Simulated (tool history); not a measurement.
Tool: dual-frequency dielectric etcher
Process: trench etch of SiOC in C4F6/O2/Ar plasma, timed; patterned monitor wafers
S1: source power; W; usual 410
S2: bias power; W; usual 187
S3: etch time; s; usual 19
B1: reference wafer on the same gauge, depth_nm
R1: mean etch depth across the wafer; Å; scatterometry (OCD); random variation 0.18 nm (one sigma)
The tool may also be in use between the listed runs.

| run | hour | S1 | S2 | S3 | B1 | R1 |
|---|---|---|---|---|---|---|
| 1 | 0 | 410 | 187 | 19 | 36.32 | 401.7 |
| 2 | 35.2 | 410 | 187 | 19 | 36.26 | 402.3 |
| 3 | 58.7 | 410 | 187 | 19 | 36.28 | 403.1 |
| 4 | 74.1 | 410 | 187 | 19 | 36.34 | 406.5 |
| 5 | 108.6 | 410 | 187 | 19 | 36.28 | 403.5 |
| 6 | 123.2 | 410 | 187 | 19 | 36.31 | 405.6 |
| 7 | 140.5 | 410 | 187 | 19 | 36.27 | 406.6 |
| 8 | 158.5 | 410 | 187 | 17 | 36.36 | 361.8 |
| 9 | 194.2 | 410 | 187 | 17 | 36.32 | 361.3 |
| 10 | 214.3 | 360 | 187 | 19 | 36.27 | 385.8 |
| 11 | 236 | 360 | 187 | 19 | 36.33 | 386.5 |
| 12 | 290.2 | 410 | 187 | 19 | 36.32 | 404.6 |
| 13 | 299.4 | 410 | 187 | 19 | 36.24 | 405 |
| 14 | 318.9 | 410 | 152 | 19 | 36.28 | 376 |
| 15 | 333 | 460 | 187 | 19 | 36.3 | 424.1 |
| 16 | 372.2 | 480 | 147 | 17 | 36.36 | 354.3 |
| 17 | 383.2 | 460 | 162 | 24.5 | 36.33 | 519.9 |
| 18 | 400 | 410 | 187 | 19 | 36.28 | 408.4 |
| 19 | 422.9 | 410 | 227 | 15.5 | 36.23 | 355.3 |
| 20 | 437.6 | 500 | 173 | 19 | 36.29 | 422.1 |
| 21 | 463.4 | 410 | 213 | 19 | 36.26 | 424 |
| 22 | 491.7 | 410 | 208 | 19 | 36.28 | 422.1 |
| 23 | 513.5 | 410 | 187 | 19 | 36.28 | 404.4 |
| 24 | 528 | 380 | 187 | 20.5 | 36.35 | 424.7 |
| 25 | 555.2 | 320 | 187 | 19 | 36.29 | 369.8 |
| 26 | 581.2 | 410 | 199 | 13.5 | 36.26 | 292.3 |
| 27 | 605.9 | 410 | 187 | 19 | 36.25 | 408.3 |

Taken out of this log: 6 entries between the listed runs. Where each belongs, and how the hidden state differs across it:
Between runs 4 and 5: gauge calibrated (hour 89.8)
  no hidden state differs between the two runs
Between runs 11 and 12: source power generator calibrated (hour 252.2); upper electrode replaced (hour 261.5); bias power generator calibrated (hour 289.7)
  no hidden state differs between the two runs
Between runs 15 and 16: wet clean of the chamber (hour 371.7)
  no hidden state differs between the two runs
Between runs 17 and 18: gauge calibrated (hour 383.7)
  no hidden state differs between the two runs
